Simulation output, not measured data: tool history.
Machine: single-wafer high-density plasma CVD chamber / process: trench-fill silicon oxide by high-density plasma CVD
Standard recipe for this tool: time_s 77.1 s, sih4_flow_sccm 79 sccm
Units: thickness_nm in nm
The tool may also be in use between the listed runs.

run,hour,time_s,sih4_flow_sccm,"read-back reference wafer on the same gauge, thickness_nm",thickness_nm
1,0.0,71.9,79,509.607,562.025
2,35.4,77.1,79,509.885,603.941
3,58.6,77.1,79,510.357,601.798
4,81.2,77.1,79,510.238,602.272
5,114.1,77.1,86,509.950,652.641
6,143.0,86.2,89,509.724,758.253
7,168.9,77.1,79,509.951,601.659
8,190.3,77.1,67,509.472,509.424
9,204.3,77.1,67,510.190,510.197
10,227.4,77.1,79,509.670,603.859
11,240.0,77.1,89,510.536,680.006
12,255.5,77.1,89,509.979,676.709
13,287.1,77.1,89,509.503,676.426
14,303.0,77.1,79,509.799,600.402
15,326.8,77.1,79,510.254,601.886
16,344.5,77.1,79,509.874,600.948
17,369.9,77.1,79,510.090,600.944
18,393.2,77.1,79,509.715,600.834
19,406.9,77.1,79,509.925,600.135
20,423.7,77.1,79,510.249,599.283
21,451.9,77.1,79,510.190,600.883
22,484.6,89.8,79,509.934,702.276
23,517.9,64.9,65,510.159,417.282
24,550.7,64.9,71,509.958,455.495
25,578.2,63.4,79,509.696,496.936
26,590.4,77.1,79,509.915,601.457
27,625.7,77.1,79,510.231,601.514
28,661.0,66.7,79,509.824,523.276
29,688.8,77.1,73,509.685,555.299
30,703.0,69.6,90,510.147,619.346
31,716.3,65.8,66,509.903,430.127
32,735.7,88.1,70,509.974,608.160
33,787.8,77.1,79,509.973,601.510
34,813.5,77.1,70,509.227,533.315
35,855.2,77.1,79,509.977,598.231
36,880.9,86.0,68,509.940,576.770

The log once held 2 entries between its listed runs, left out of this copy. Where does each go, and what is different about the tool's unlogged condition between the listed run before it and the listed run after it?
From run 27 to run 28: gauge calibrated (hour 626.8); silane flow controller replaced (hour 660.5)
  the hidden state is the same at both runs
